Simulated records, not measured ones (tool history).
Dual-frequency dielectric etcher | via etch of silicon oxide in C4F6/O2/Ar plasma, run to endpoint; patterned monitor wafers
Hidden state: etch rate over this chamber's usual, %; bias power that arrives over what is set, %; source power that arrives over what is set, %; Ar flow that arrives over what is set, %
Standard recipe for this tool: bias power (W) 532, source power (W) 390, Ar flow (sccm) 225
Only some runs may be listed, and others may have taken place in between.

| run | hour | bias power (W) | source power (W) | Ar flow (sccm) | wafers since the last listed run | hours since the last wet clean | hours since the last bias power generator calibration | hours since the last source power generator calibration | hours since the last Ar flow controller change | hours since the last upper electrode change | incoming incoming film thickness, nm | endpoint time (s) |
|---|---|---|---|---|---|---|---|---|---|---|---|---|
| 1 | 0.0 | 532 | 390 | 225 | 0 | 142.4 | 2431.9 | 3411.9 | 1945.7 | 5045.3 | 176.0 | 36.8 |
| 2 | 87.0 | 532 | 390 | 225 | 837 | 229.4 | 2518.9 | 3498.9 | 2032.7 | 5132.3 | 175.7 | 36.7 |
| 3 | 206.1 | 532 | 390 | 225 | 1146 | 348.5 | 2638.0 | 3618.0 | 2151.8 | 5251.4 | 177.8 | 36.0 |
| 4 | 278.8 | 532 | 390 | 225 | 699 | 421.2 | 2710.7 | 3690.7 | 2224.5 | 5324.1 | 176.9 | 36.1 |
| 5 | 359.7 | 532 | 390 | 225 | 778 | 502.1 | 2791.6 | 3771.6 | 2305.4 | 5405.0 | 176.9 | 35.7 |
|  | 472.1 | wet clean of the chamber |
| 6 | 472.6 | 532 | 390 | 225 | 855 | 0.5 | 2904.5 | 3884.5 | 2418.3 | 5517.9 | 177.3 | 36.7 |
| 7 | 489.4 | 532 | 390 | 225 | 161 | 17.3 | 2921.3 | 3901.3 | 2435.1 | 5534.7 | 175.2 | 36.0 |
|  | 513.3 | bias power generator calibrated |
| 8 | 553.4 | 532 | 390 | 225 | 577 | 81.3 | 40.1 | 3965.3 | 2499.1 | 5598.7 | 175.2 | 35.7 |
| 9 | 591.6 | 532 | 410 | 225 | 367 | 119.5 | 78.3 | 4003.5 | 2537.3 | 5636.9 | 178.2 | 35.9 |
| 10 | 642.0 | 532 | 390 | 195 | 485 | 169.9 | 128.7 | 4053.9 | 2587.7 | 5687.3 | 176.5 | 35.3 |
|  | 751.4 | source power generator calibrated |
| 11 | 751.9 | 532 | 390 | 195 | 1019 | 279.8 | 238.6 | 0.5 | 2697.6 | 5797.2 | 177.7 | 35.3 |
| 12 | 851.0 | 434 | 480 | 173 | 953 | 378.9 | 337.7 | 99.6 | 2796.7 | 5896.3 | 176.6 | 33.3 |
| 13 | 936.8 | 494 | 390 | 269 | 825 | 464.7 | 423.5 | 185.4 | 2882.5 | 5982.1 | 177.2 | 37.4 |
| 14 | 982.8 | 532 | 390 | 169 | 442 | 510.7 | 469.5 | 231.4 | 2928.5 | 6028.1 | 175.7 | 33.1 |

Run 15 is up next; what results do you expect?
|  | 1019.8 | Ar flow controller replaced |
|  | 1069.0 | upper electrode replaced |
|  | 1080.5 | wet clean of the chamber |
| 15 | 1081.0 | 465 | 360 | 246 | 545 | 0.5 | 567.7 | 329.6 | 61.2 | 12.0 | 177.3 | ? |

For run 15 the tool returned endpoint time (s) 39.7.
The same run, on a tool lacking any hidden state, would have yielded endpoint time (s) 39.7.
